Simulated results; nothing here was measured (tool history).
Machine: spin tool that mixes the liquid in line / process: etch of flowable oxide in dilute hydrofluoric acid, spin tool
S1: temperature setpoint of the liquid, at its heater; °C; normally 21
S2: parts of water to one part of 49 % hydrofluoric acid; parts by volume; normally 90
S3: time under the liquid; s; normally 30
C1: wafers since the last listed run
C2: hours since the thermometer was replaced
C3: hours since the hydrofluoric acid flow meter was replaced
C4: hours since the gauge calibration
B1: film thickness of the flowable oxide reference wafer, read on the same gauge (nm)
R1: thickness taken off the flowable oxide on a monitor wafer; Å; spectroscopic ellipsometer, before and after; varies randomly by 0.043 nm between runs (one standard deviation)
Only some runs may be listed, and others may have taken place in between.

run	hour	S1	S2	S3	C1	C2	C3	C4	B1	R1
1	0	18.5	90	40	0	452.6	1069.4	305.4	69.96	110.8
2	21.5	18.5	90	40	426	474.1	1090.9	326.9	69.98	111
3	47.6	21	90	30	517	500.2	1117	353	70.03	92.2
4	60.9	21	90	30	263	513.5	1130.3	366.3	70	91.9
5	84.5	21	90	30	468	537.1	1153.9	389.9	69.97	92.2
6	119.9	25	90	25	702	572.5	1189.3	425.3	70	88.8
7	152.3	25	90	25	642	604.9	1221.7	457.7	70.02	89.2
8	183.6	21	110	30	620	636.2	1253	489	70.01	72.1
# hour 188.8: gauge calibrated
9	203.3	21	110	30	390	655.9	1272.7	14.5	70.05	71.9
10	223.5	21	90	30	400	676.1	1292.9	34.7	69.98	90.2
11	241.6	21	90	30	359	694.2	1311	52.8	69.98	89.2
12	259	21	135	50	345	711.6	1328.4	70.2	70.04	95
# hour 268.7: hydrofluoric acid flow meter replaced
13	279.4	26	75	30	384	732	10.7	90.6	69.99	154.7
14	309.4	21	90	30	595	762	40.7	120.6	69.98	103.7
15	324.4	22.5	90	15	297	777	55.7	135.6	69.99	54.8
# hour 339.4: thermometer replaced
16	348.2	17	65	30	452	8.8	79.5	159.4	69.94	123.7
17	380.3	21	90	30	636	40.9	111.6	191.5	69.98	103.3
18	394.1	21	65	45	273	54.7	125.4	205.3	70	221.4
19	412.2	21	90	30	359	72.8	143.5	223.4	70.01	102.3
20	441.5	23	90	30	581	102.1	172.8	252.7	70.05	110.9
21	476.4	17	90	30	692	137	207.7	287.6	70	86.6

Run by run, hidden condition taken away, random variation retained:
Hidden state at play: liquid hotter than its thermometer reads (K); hydrofluoric acid flow below the setpoint (%); gauge reads high (%).
run	R1
1	124.6
2	125
3	104.2
4	103.9
5	104.5
6	101.2
7	101.9
8	82.8
9	82.7
10	103.7
11	102.7
12	110.2
13	155
14	104.2
15	55.1
16	124.7
17	104.4
18	224.1
19	103.7
20	112.7
21	88.2

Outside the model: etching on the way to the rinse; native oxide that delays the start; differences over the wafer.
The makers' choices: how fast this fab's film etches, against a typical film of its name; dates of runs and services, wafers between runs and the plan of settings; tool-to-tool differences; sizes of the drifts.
